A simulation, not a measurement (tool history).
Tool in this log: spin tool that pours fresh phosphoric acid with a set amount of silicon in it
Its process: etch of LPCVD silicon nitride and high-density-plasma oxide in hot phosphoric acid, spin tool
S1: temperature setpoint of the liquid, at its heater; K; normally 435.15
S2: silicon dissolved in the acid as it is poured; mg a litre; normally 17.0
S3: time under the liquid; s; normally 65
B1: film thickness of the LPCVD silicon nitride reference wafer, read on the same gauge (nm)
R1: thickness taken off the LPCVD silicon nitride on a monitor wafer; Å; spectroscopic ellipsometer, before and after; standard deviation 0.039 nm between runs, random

run 1 day=0.000 | S1=433.15 S2=9.5 S3=65 | B1=69.99 | R1=58.0
run 2 day=6.258 | S1=435.15 S2=17.0 S3=65 | B1=69.99 | R1=62.0
-- day=8.283 thermometer replaced
run 3 day=8.617 | S1=433.65 S2=17.0 S3=65 | B1=70.01 | R1=59.2
run 4 day=9.975 | S1=436.15 S2=10.5 S3=65 | B1=69.96 | R1=64.1
run 5 day=11.958 | S1=435.15 S2=17.0 S3=65 | B1=70.01 | R1=61.5
run 6 day=13.742 | S1=432.65 S2=12.0 S3=45 | B1=69.97 | R1=39.3
-- day=15.371 dissolved silicon flow meter replaced
run 7 day=16.112 | S1=432.65 S2=17.0 S3=100 | B1=70.01 | R1=88.1
-- day=16.179 heated supply line repaired
run 8 day=17.517 | S1=433.65 S2=13.0 S3=65 | B1=69.97 | R1=59.0
run 9 day=19.854 | S1=435.15 S2=17.0 S3=40 | B1=70.02 | R1=38.6
run 10 day=20.938 | S1=435.15 S2=12.5 S3=80 | B1=69.99 | R1=76.3
run 11 day=22.067 | S1=435.15 S2=17.0 S3=65 | B1=70.01 | R1=62.0
run 12 day=23.683 | S1=435.15 S2=17.0 S3=105 | B1=70.03 | R1=100.3
run 13 day=26.412 | S1=436.15 S2=10.5 S3=30 | B1=70.00 | R1=29.4
run 14 day=28.500 | S1=435.15 S2=17.0 S3=65 | B1=69.97 | R1=62.1
run 15 day=30.050 | S1=435.15 S2=17.0 S3=65 | B1=69.96 | R1=61.5
run 16 day=32.171 | S1=434.15 S2=17.0 S3=65 | B1=70.02 | R1=60.6
run 17 day=34.925 | S1=435.15 S2=6.0 S3=65 | B1=70.00 | R1=61.8
run 18 day=37.042 | S1=435.15 S2=17.0 S3=65 | B1=70.01 | R1=61.5
run 19 day=39.571 | S1=436.15 S2=26.5 S3=85 | B1=69.99 | R1=83.6
run 20 day=41.042 | S1=435.15 S2=17.0 S3=40 | B1=69.96 | R1=38.3
run 21 day=43.804 | S1=433.15 S2=28.5 S3=100 | B1=69.99 | R1=89.7

4 options for the next run, each taken on its own from the tool as it stands now. Forecast them:
run A day=43.821 | S1=435.15 S2=17.0 S3=65 | B1=? | R1=?
run B day=43.821 | S1=437.15 S2=8.0 S3=35 | B1=? | R1=?
run C day=43.821 | S1=433.15 S2=17.0 S3=35 | B1=? | R1=?
run D day=43.821 | S1=436.15 S2=17.0 S3=35 | B1=? | R1=?

run=A B1=70.00 R1=61.8
run=B B1=70.00 R1=35.6
run=C B1=70.00 R1=31.1
run=D B1=70.00 R1=34.4
Stripped of hidden state, with their random variation kept, the same runs would have yielded:
run=A R1=61.8
run=B R1=35.6
run=C R1=31.1
run=D R1=34.4
